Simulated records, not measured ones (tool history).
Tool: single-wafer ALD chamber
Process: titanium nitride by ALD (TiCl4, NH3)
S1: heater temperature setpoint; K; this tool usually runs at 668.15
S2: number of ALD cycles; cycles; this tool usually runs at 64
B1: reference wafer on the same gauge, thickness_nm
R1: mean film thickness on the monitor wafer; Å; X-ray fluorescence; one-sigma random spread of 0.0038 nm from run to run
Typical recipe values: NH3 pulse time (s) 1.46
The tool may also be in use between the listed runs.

{"run": 1, "hour": 0.0, "S1": 668.15, "S2": 64, "NH3 pulse time (s)": 1.46, "B1": 1.55, "R1": 15.46}
{"run": 2, "hour": 30.7, "S1": 675.15, "S2": 64, "NH3 pulse time (s)": 1.46, "B1": 1.55, "R1": 15.52}
{"run": 3, "hour": 47.0, "S1": 675.15, "S2": 64, "NH3 pulse time (s)": 1.46, "B1": 1.55, "R1": 15.48}
{"run": 4, "hour": 74.8, "S1": 675.15, "S2": 64, "NH3 pulse time (s)": 1.46, "B1": 1.55, "R1": 15.51}
{"run": 5, "hour": 97.6, "S1": 668.15, "S2": 64, "NH3 pulse time (s)": 1.46, "B1": 1.55, "R1": 15.35}
{"run": 6, "hour": 109.9, "S1": 668.15, "S2": 64, "NH3 pulse time (s)": 1.46, "B1": 1.551, "R1": 15.42}
{"run": 7, "hour": 141.0, "S1": 668.15, "S2": 64, "NH3 pulse time (s)": 1.46, "B1": 1.55, "R1": 15.42}
{"run": 8, "hour": 168.1, "S1": 668.15, "S2": 64, "NH3 pulse time (s)": 1.46, "B1": 1.55, "R1": 15.34}
{"run": 9, "hour": 203.6, "S1": 668.15, "S2": 64, "NH3 pulse time (s)": 1.46, "B1": 1.549, "R1": 15.45}
{"run": 10, "hour": 219.4, "S1": 661.15, "S2": 64, "NH3 pulse time (s)": 1.46, "B1": 1.55, "R1": 15.27}
{"hour": 249.1, "done": "gauge calibrated"}
{"run": 11, "hour": 250.5, "S1": 668.15, "S2": 64, "NH3 pulse time (s)": 1.46, "B1": 1.55, "R1": 15.39}
{"run": 12, "hour": 268.0, "S1": 668.15, "S2": 64, "NH3 pulse time (s)": 1.46, "B1": 1.55, "R1": 15.43}
{"run": 13, "hour": 287.9, "S1": 668.15, "S2": 64, "NH3 pulse time (s)": 1.46, "B1": 1.55, "R1": 15.35}
{"run": 14, "hour": 323.2, "S1": 668.15, "S2": 64, "NH3 pulse time (s)": 1.46, "B1": 1.55, "R1": 15.37}
{"run": 15, "hour": 354.3, "S1": 672.15, "S2": 54, "NH3 pulse time (s)": 1.46, "B1": 1.55, "R1": 12.99}
{"run": 16, "hour": 372.8, "S1": 668.15, "S2": 55, "NH3 pulse time (s)": 1.08, "B1": 1.551, "R1": 12.86}
{"hour": 414.3, "done": "thermocouple changed; heater temperature recalibrated"}
{"run": 17, "hour": 414.8, "S1": 677.15, "S2": 74, "NH3 pulse time (s)": 1.73, "B1": 1.549, "R1": 18.05}
{"hour": 436.8, "done": "showerhead replaced"}
{"run": 18, "hour": 442.3, "S1": 675.15, "S2": 60, "NH3 pulse time (s)": 1.89, "B1": 1.55, "R1": 14.76}
{"run": 19, "hour": 466.7, "S1": 654.15, "S2": 75, "NH3 pulse time (s)": 1.61, "B1": 1.55, "R1": 17.86}
{"run": 20, "hour": 486.2, "S1": 668.15, "S2": 64, "NH3 pulse time (s)": 1.46, "B1": 1.551, "R1": 15.36}
{"run": 21, "hour": 501.8, "S1": 658.15, "S2": 56, "NH3 pulse time (s)": 0.9, "B1": 1.551, "R1": 12.46}
{"run": 22, "hour": 589.5, "S1": 673.15, "S2": 58, "NH3 pulse time (s)": 1.46, "B1": 1.55, "R1": 13.99}
{"run": 23, "hour": 625.4, "S1": 682.15, "S2": 75, "NH3 pulse time (s)": 1.74, "B1": 1.55, "R1": 18.41}
{"run": 24, "hour": 658.6, "S1": 668.15, "S2": 64, "NH3 pulse time (s)": 1.46, "B1": 1.55, "R1": 15.37}
{"run": 25, "hour": 693.9, "S1": 668.15, "S2": 51, "NH3 pulse time (s)": 1.2, "B1": 1.549, "R1": 12.14}
{"run": 26, "hour": 720.7, "S1": 673.15, "S2": 59, "NH3 pulse time (s)": 1.46, "B1": 1.55, "R1": 14.35}
{"hour": 723.4, "done": "gauge calibrated"}
{"run": 27, "hour": 739.7, "S1": 678.15, "S2": 72, "NH3 pulse time (s)": 1.76, "B1": 1.55, "R1": 17.7}
{"run": 28, "hour": 754.0, "S1": 668.15, "S2": 64, "NH3 pulse time (s)": 1.46, "B1": 1.55, "R1": 15.42}

Exercise: give the hidden state of the tool at every run:
wafer temperature above the value expected at the setpoint (K): 0, the same for each run
gauge reads high (%): 0, the same for each run

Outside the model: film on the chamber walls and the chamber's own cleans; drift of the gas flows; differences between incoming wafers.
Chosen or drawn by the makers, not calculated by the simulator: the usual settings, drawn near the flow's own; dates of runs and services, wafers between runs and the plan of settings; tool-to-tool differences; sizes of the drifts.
